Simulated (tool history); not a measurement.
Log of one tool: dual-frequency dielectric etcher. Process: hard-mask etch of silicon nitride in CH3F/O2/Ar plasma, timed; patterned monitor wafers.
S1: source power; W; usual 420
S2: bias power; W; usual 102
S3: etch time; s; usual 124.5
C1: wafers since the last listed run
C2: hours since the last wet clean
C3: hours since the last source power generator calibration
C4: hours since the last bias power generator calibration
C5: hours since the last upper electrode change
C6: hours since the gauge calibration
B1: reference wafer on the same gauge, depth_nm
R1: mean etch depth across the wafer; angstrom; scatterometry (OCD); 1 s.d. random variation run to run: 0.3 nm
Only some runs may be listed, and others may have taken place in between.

Run 1, day 0.000: usual settings; C1 0; C2 241.2; C3 2913.4; C4 2346.0; C5 4244.1; C6 1392.5; B1 121.9. Result: R1 1055 angstrom.
Run 2, day 1.838: usual settings; C1 426; C2 285.3; C3 2957.5; C4 2390.1; C5 4288.2; C6 1436.6; B1 122.0. Result: R1 1055 angstrom.
Run 3, day 4.175: usual settings but S1 450 W; C1 542; C2 341.4; C3 3013.6; C4 2446.2; C5 4344.3; C6 1492.7; B1 122.1. Result: R1 1091 angstrom.
Run 4, day 6.746: usual settings but S1 450 W; C1 597; C2 403.1; C3 3075.3; C4 2507.9; C5 4406.0; C6 1554.4; B1 122.1. Result: R1 1093 angstrom.
At day 9.925: wet clean of the chamber.
Run 5, day 9.946: usual settings but S1 450 W; C1 510; C2 0.5; C3 3152.1; C4 2584.7; C5 4482.8; C6 1631.2; B1 121.9. Result: R1 1067 angstrom.
Run 6, day 12.279: usual settings; C1 541; C2 56.5; C3 3208.1; C4 2640.7; C5 4538.8; C6 1687.2; B1 122.0. Result: R1 1047 angstrom.
At day 13.400: source power generator calibrated.
Run 7, day 14.254: usual settings but S3 105.5 s; C1 419; C2 103.9; C3 20.5; C4 2688.1; C5 4586.2; C6 1734.6; B1 122.0. Result: R1 878 angstrom.
Run 8, day 16.954: usual settings but S3 105.5 s; C1 627; C2 168.7; C3 85.3; C4 2752.9; C5 4651.0; C6 1799.4; B1 122.0. Result: R1 877 angstrom.
Run 9, day 19.154: usual settings; C1 510; C2 221.5; C3 138.1; C4 2805.7; C5 4703.8; C6 1852.2; B1 122.0. Result: R1 1042 angstrom.
Run 10, day 20.575: usual settings but S2 121 W, S3 140.5 s; C1 329; C2 255.6; C3 172.2; C4 2839.8; C5 4737.9; C6 1886.3; B1 122.0. Result: R1 1252 angstrom.
At day 27.183: wet clean of the chamber.
Run 11, day 27.204: usual settings but S2 84 W, S3 110.5 s; C1 1307; C2 0.5; C3 331.3; C4 2998.9; C5 4897.0; C6 2045.4; B1 122.0. Result: R1 855 angstrom.
Run 12, day 27.721: usual settings but S1 520 W, S2 118 W; C1 119; C2 12.9; C3 343.7; C4 3011.3; C5 4909.4; C6 2057.8; B1 122.0. Result: R1 1180 angstrom.
Run 13, day 30.062: usual settings; C1 543; C2 69.1; C3 399.9; C4 3067.5; C5 4965.6; C6 2114.0; B1 122.0. Result: R1 1035 angstrom.
At day 30.171: gauge calibrated.
Run 14, day 31.592: usual settings but S1 390 W, S3 105.0 s; C1 355; C2 105.8; C3 436.6; C4 3104.2; C5 5002.3; C6 34.1; B1 122.1. Result: R1 858 angstrom.
At day 31.900: bias power generator calibrated.
Run 15, day 34.212: usual settings but S2 84 W, S3 110.5 s; C1 569; C2 168.7; C3 499.5; C4 55.5; C5 5065.2; C6 97.0; B1 122.0. Result: R1 863 angstrom.
Run 16, day 36.021: usual settings but S1 340 W; C1 419; C2 212.1; C3 542.9; C4 98.9; C5 5108.6; C6 140.4; B1 122.0. Result: R1 976 angstrom.
Run 17, day 37.862: usual settings but S1 470 W, S3 157.5 s; C1 427; C2 256.3; C3 587.1; C4 143.1; C5 5152.8; C6 184.6; B1 122.0. Result: R1 1380 angstrom.
Run 18, day 40.446: usual settings but S1 450 W, S3 103.5 s; C1 599; C2 318.3; C3 649.1; C4 205.1; C5 5214.8; C6 246.6; B1 122.1. Result: R1 897 angstrom.
Run 19, day 42.892: usual settings; C1 568; C2 377.0; C3 707.8; C4 263.8; C5 5273.5; C6 305.3; B1 122.0. Result: R1 1055 angstrom.
At day 45.025: wet clean of the chamber.
Run 20, day 45.692: usual settings; C1 418; C2 16.0; C3 775.0; C4 331.0; C5 5340.7; C6 372.5; B1 121.9. Result: R1 1033 angstrom.
Run 21, day 47.467: usual settings but S3 89.0 s; C1 412; C2 58.6; C3 817.6; C4 373.6; C5 5383.3; C6 415.1; B1 122.1. Result: R1 740 angstrom.
At day 48.729: upper electrode replaced.
Run 22, day 48.808: usual settings but S1 460 W, S2 116 W, S3 113.0 s; C1 79; C2 90.8; C3 849.8; C4 405.8; C5 1.9; C6 447.3; B1 122.0. Result: R1 1014 angstrom.
Run 23, day 50.512: usual settings but S1 480 W, S3 88.5 s; C1 395; C2 131.7; C3 890.7; C4 446.7; C5 42.8; C6 488.2; B1 122.0. Result: R1 771 angstrom.
Run 24, day 52.742: usual settings but S1 350 W; C1 517; C2 185.2; C3 944.2; C4 500.2; C5 96.3; C6 541.7; B1 122.1. Result: R1 976 angstrom.
Run 25, day 54.096: usual settings but S1 470 W, S2 109 W, S3 144.5 s; C1 314; C2 217.7; C3 976.7; C4 532.7; C5 128.8; C6 574.2; B1 122.0. Result: R1 1289 angstrom.
Run 26, day 56.425: usual settings but S1 320 W, S2 94 W, S3 90.5 s; C1 540; C2 273.6; C3 1032.6; C4 588.6; C5 184.7; C6 630.1; B1 122.0. Result: R1 675 angstrom.
Run 27, day 59.275: usual settings but S1 450 W, S2 90 W, S3 95.0 s; C1 661; C2 342.0; C3 1101.0; C4 657.0; C5 253.1; C6 698.5; B1 121.9. Result: R1 786 angstrom.
At day 61.808: wet clean of the chamber.
Run 28, day 67.833: usual settings but S1 320 W, S2 83 W, S3 98.0 s; C1 1755; C2 144.6; C3 1306.4; C4 862.4; C5 458.5; C6 903.9; B1 121.9. Result: R1 694 angstrom.

Give the tool's hidden conditions for every run:
bias power that arrives over what is set, %: 0 on each run
gauge reads high (%): 0 on each run
H1: etch rate over this chamber's usual, %
H2: source power that arrives over what is set, %
run      H1       H2
  1    1.22     2.95
  2    1.47     3.05
  3    1.79     3.17
  4    2.13     3.31
  5   -0.21     3.49
  6   0.105     3.62
  7   0.371  -0.0266
  8   0.736  -0.0241
  9    1.03  -0.0197
 10    1.22  -0.0157
 11   0.227    0.014
 12   0.297   0.0171
 13   0.613   0.0327
 14   0.819   0.0441
 15    1.17    0.066
 16    1.42   0.0828
 17    1.67    0.101
 18    2.01     0.13
 19    2.34    0.159
 20   -0.18    0.196
 21  0.0592    0.222
 22    0.24    0.242
 23    0.47    0.268
 24   0.771    0.305
 25   0.954    0.328
 26    1.27    0.369
 27    1.65    0.424
 28    1.23    0.607

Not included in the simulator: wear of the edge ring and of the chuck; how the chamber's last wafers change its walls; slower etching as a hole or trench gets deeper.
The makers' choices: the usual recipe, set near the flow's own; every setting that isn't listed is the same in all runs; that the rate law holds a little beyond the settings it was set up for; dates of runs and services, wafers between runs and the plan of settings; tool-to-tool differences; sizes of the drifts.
